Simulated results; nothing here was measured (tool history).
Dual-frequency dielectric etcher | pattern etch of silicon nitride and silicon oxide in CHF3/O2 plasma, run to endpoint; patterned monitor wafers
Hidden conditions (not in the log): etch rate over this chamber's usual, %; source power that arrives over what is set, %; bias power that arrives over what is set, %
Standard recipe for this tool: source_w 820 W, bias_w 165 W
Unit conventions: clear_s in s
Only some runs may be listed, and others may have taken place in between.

run   hour  source_w  bias_w  wafers since the last listed run  hours since the last wet clean  hours since the last source power generator calibration  hours since the last bias power generator calibration  hours since the last upper electrode change  incoming incoming film thickness, nm  clear_s
  1    0.0       820     165                                 0                           431.3                                                   2179.3                                                 2544.8                                       5163.4                                 221.8    127.1
  2    8.3       820     165                                35                           439.6                                                   2187.6                                                 2553.1                                       5171.7                                 222.5    131.0
  3   21.3       820     165                                55                           452.6                                                   2200.6                                                 2566.1                                       5184.7                                 221.5    127.7
  4   27.8       680     191                                27                           459.1                                                   2207.1                                                 2572.6                                       5191.2                                 223.3    135.1
  5   43.9       680     191                                68                           475.2                                                   2223.2                                                 2588.7                                       5207.3                                 221.3    132.0
  6   57.6       820     165                                58                           488.9                                                   2236.9                                                 2602.4                                       5221.0                                 225.6    132.4
  7   66.5       860     165                                37                           497.8                                                   2245.8                                                 2611.3                                       5229.9                                 220.5    124.7
      81.6  -- bias power generator calibrated
  8   82.1       820     165                                49                           513.4                                                   2261.4                                                    0.5                                       5245.5                                 220.9    128.5
  9   92.3       820     165                                43                           523.6                                                   2271.6                                                   10.7                                       5255.7                                 222.2    129.7
 10  106.4       820     165                                60                           537.7                                                   2285.7                                                   24.8                                       5269.8                                 220.8    126.0
     141.8  -- wet clean of the chamber
 11  142.3       820     165                                50                             0.5                                                   2321.6                                                   60.7                                       5305.7                                 221.9    136.9
 12  142.7       820     165                                 1                             0.9                                                   2322.0                                                   61.1                                       5306.1                                 219.7    132.8
 13  144.1       750     165                                 5                             2.3                                                   2323.4                                                   62.5                                       5307.5                                 220.4    139.1
 14  157.9       750     165                                58                            16.1                                                   2337.2                                                   76.3                                       5321.3                                 222.0    141.7
 15  166.5       940     188                                36                            24.7                                                   2345.8                                                   84.9                                       5329.9                                 220.5    122.6
 16  177.6       890     195                                47                            35.8                                                   2356.9                                                   96.0                                       5341.0                                 219.7    122.1
     202.9  -- upper electrode replaced, of another model than before
 17  203.4       820     176                                 7                            61.6                                                   2382.7                                                  121.8                                          0.5                                 220.8    130.1
 18  210.9       820     165                                32                            69.1                                                   2390.2                                                  129.3                                          8.0                                 221.7    134.9
 19  220.8       660     181                                42                            79.0                                                   2400.1                                                  139.2                                         17.9                                 222.0    133.8
     233.4  -- source power generator calibrated
 20  233.9       820     196                                38                            92.1                                                      0.5                                                  152.3                                         31.0                                 220.2    123.2
 21  243.7      1010     146                                41                           101.9                                                     10.3                                                  162.1                                         40.8                                 219.6    134.9
 22  250.0       960     180                                26                           108.2                                                     16.6                                                  168.4                                         47.1                                 220.8    120.8
 23  260.9       650     145                                46                           119.1                                                     27.5                                                  179.3                                         58.0                                 219.6    148.4
 24  269.7       820     145                                37                           127.9                                                     36.3                                                  188.1                                         66.8                                 221.6    142.6
 25  284.1       820     165                                61                           142.3                                                     50.7                                                  202.5                                         81.2                                 223.4    136.1
 26  295.3       740     165                                47                           153.5                                                     61.9                                                  213.7                                         92.4                                 222.6    138.2
 27  307.5       690     150                                52                           165.7                                                     74.1                                                  225.9                                        104.6                                 220.9    145.4
 28  324.8       920     129                                73                           183.0                                                     91.4                                                  243.2                                        121.9                                 220.7    144.9
 29  332.6       630     191                                33                           190.8                                                     99.2                                                  251.0                                        129.7                                 220.7    128.5

Forecast run 30:
 30  350.1       820     165                                74                           208.3                                                    116.7                                                  268.5                                        147.2                                 221.8        ?

{"run 30": {"clear_s": 134.9}}
Take away the tool's hidden state, keep the run-to-run variation as it was, and the same run would have given clear_s 137.4 s.

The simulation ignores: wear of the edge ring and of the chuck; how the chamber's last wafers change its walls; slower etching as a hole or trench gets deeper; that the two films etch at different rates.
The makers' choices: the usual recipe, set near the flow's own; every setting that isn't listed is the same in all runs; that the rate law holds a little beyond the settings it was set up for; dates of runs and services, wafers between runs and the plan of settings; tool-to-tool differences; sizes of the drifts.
